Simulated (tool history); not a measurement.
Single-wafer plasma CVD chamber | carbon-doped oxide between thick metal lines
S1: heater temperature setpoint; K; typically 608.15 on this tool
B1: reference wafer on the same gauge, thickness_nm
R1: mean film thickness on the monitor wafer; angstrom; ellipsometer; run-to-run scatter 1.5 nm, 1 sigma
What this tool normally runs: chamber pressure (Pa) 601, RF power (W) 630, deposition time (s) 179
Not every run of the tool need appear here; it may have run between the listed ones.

{"run": 1, "day": 0.0, "S1": 608.15, "chamber pressure (Pa)": 601, "RF power (W)": 595, "deposition time (s)": 179, "B1": 1131.165, "R1": 9690.87}
{"run": 2, "day": 1.346, "S1": 608.15, "chamber pressure (Pa)": 601, "RF power (W)": 630, "deposition time (s)": 179, "B1": 1129.633, "R1": 10044.52}
{"run": 3, "day": 2.267, "S1": 608.15, "chamber pressure (Pa)": 601, "RF power (W)": 630, "deposition time (s)": 179, "B1": 1130.675, "R1": 10029.12}
{"run": 4, "day": 2.871, "S1": 608.15, "chamber pressure (Pa)": 601, "RF power (W)": 630, "deposition time (s)": 179, "B1": 1130.359, "R1": 10042.89}
{"run": 5, "day": 3.817, "S1": 608.15, "chamber pressure (Pa)": 601, "RF power (W)": 630, "deposition time (s)": 179, "B1": 1130.389, "R1": 10002.39}
{"run": 6, "day": 5.058, "S1": 620.15, "chamber pressure (Pa)": 601, "RF power (W)": 630, "deposition time (s)": 179, "B1": 1130.609, "R1": 9714.53}
{"day": 5.908, "done": "gauge calibrated"}
{"run": 7, "day": 6.367, "S1": 620.15, "chamber pressure (Pa)": 601, "RF power (W)": 630, "deposition time (s)": 179, "B1": 1130.299, "R1": 9662.35}
{"run": 8, "day": 7.1, "S1": 620.15, "chamber pressure (Pa)": 601, "RF power (W)": 630, "deposition time (s)": 179, "B1": 1130.497, "R1": 9658.34}
{"run": 9, "day": 8.392, "S1": 608.15, "chamber pressure (Pa)": 601, "RF power (W)": 565, "deposition time (s)": 179, "B1": 1129.514, "R1": 9276.32}
{"run": 10, "day": 9.383, "S1": 608.15, "chamber pressure (Pa)": 601, "RF power (W)": 565, "deposition time (s)": 179, "B1": 1129.584, "R1": 9275.2}
{"day": 9.996, "done": "RF generator calibrated"}
{"run": 11, "day": 10.275, "S1": 603.15, "chamber pressure (Pa)": 601, "RF power (W)": 630, "deposition time (s)": 179, "B1": 1129.52, "R1": 10424.38}
{"run": 12, "day": 10.892, "S1": 608.15, "chamber pressure (Pa)": 601, "RF power (W)": 630, "deposition time (s)": 179, "B1": 1130.228, "R1": 10279.13}
{"run": 13, "day": 12.012, "S1": 608.15, "chamber pressure (Pa)": 601, "RF power (W)": 630, "deposition time (s)": 158, "B1": 1129.279, "R1": 9087.99}
{"day": 12.5, "done": "thermocouple changed; heater temperature recalibrated"}
{"run": 14, "day": 12.617, "S1": 608.15, "chamber pressure (Pa)": 712, "RF power (W)": 575, "deposition time (s)": 179, "B1": 1131.059, "R1": 9645.33}
{"run": 15, "day": 13.383, "S1": 608.15, "chamber pressure (Pa)": 601, "RF power (W)": 630, "deposition time (s)": 179, "B1": 1129.665, "R1": 10141.06}
{"run": 16, "day": 13.904, "S1": 603.15, "chamber pressure (Pa)": 485, "RF power (W)": 715, "deposition time (s)": 198, "B1": 1130.114, "R1": 12146.12}
{"run": 17, "day": 15.125, "S1": 608.15, "chamber pressure (Pa)": 601, "RF power (W)": 630, "deposition time (s)": 157, "B1": 1129.495, "R1": 8923.66}
{"day": 15.9, "done": "capacitance manometer re-zeroed and calibrated"}
{"run": 18, "day": 15.921, "S1": 622.15, "chamber pressure (Pa)": 641, "RF power (W)": 560, "deposition time (s)": 179, "B1": 1130.121, "R1": 9073.19}
{"day": 16.7, "done": "showerhead replaced"}
{"run": 19, "day": 17.221, "S1": 619.15, "chamber pressure (Pa)": 601, "RF power (W)": 720, "deposition time (s)": 161, "B1": 1130.434, "R1": 9652.46}
{"run": 20, "day": 18.7, "S1": 622.15, "chamber pressure (Pa)": 641, "RF power (W)": 560, "deposition time (s)": 179, "B1": 1130.107, "R1": 9052.66}
{"run": 21, "day": 19.371, "S1": 594.15, "chamber pressure (Pa)": 601, "RF power (W)": 630, "deposition time (s)": 158, "B1": 1130.207, "R1": 9309.4}
{"run": 22, "day": 20.338, "S1": 612.15, "chamber pressure (Pa)": 487, "RF power (W)": 680, "deposition time (s)": 157, "B1": 1130.225, "R1": 9116.7}
{"run": 23, "day": 21.592, "S1": 608.15, "chamber pressure (Pa)": 601, "RF power (W)": 630, "deposition time (s)": 179, "B1": 1130.282, "R1": 10139.34}
{"run": 24, "day": 22.554, "S1": 608.15, "chamber pressure (Pa)": 601, "RF power (W)": 630, "deposition time (s)": 179, "B1": 1129.742, "R1": 10134.88}
{"run": 25, "day": 23.446, "S1": 622.15, "chamber pressure (Pa)": 641, "RF power (W)": 560, "deposition time (s)": 179, "B1": 1130.16, "R1": 9060.95}
{"run": 26, "day": 24.5, "S1": 608.15, "chamber pressure (Pa)": 601, "RF power (W)": 595, "deposition time (s)": 179, "B1": 1130.341, "R1": 9721.25}
{"run": 27, "day": 25.517, "S1": 608.15, "chamber pressure (Pa)": 747, "RF power (W)": 630, "deposition time (s)": 203, "B1": 1130.091, "R1": 11658.97}

Had the tool no unlogged condition, and each run kept its random variation, what would the results have been?
The tool's hidden condition here consists of: wafer temperature above the value expected at the setpoint (K); delivered RF power above the setpoint (%); true pressure above the setpoint (%); gauge reads high (%).
run=1 R1=9812.28
run=2 R1=10178.30
run=3 R1=10168.29
run=4 R1=10186.00
run=5 R1=10150.89
run=6 R1=9878.00
run=7 R1=9833.92
run=8 R1=9834.99
run=9 R1=9449.53
run=10 R1=9455.38
run=11 R1=10310.13
run=12 R1=10175.82
run=13 R1=8992.88
run=14 R1=9682.21
run=15 R1=10180.25
run=16 R1=12192.32
run=17 R1=8959.27
run=18 R1=9110.18
run=19 R1=9691.55
run=20 R1=9092.60
run=21 R1=9351.33
run=22 R1=9157.60
run=23 R1=10188.22
run=24 R1=10185.48
run=25 R1=9108.58
run=26 R1=9773.59
run=27 R1=11724.37
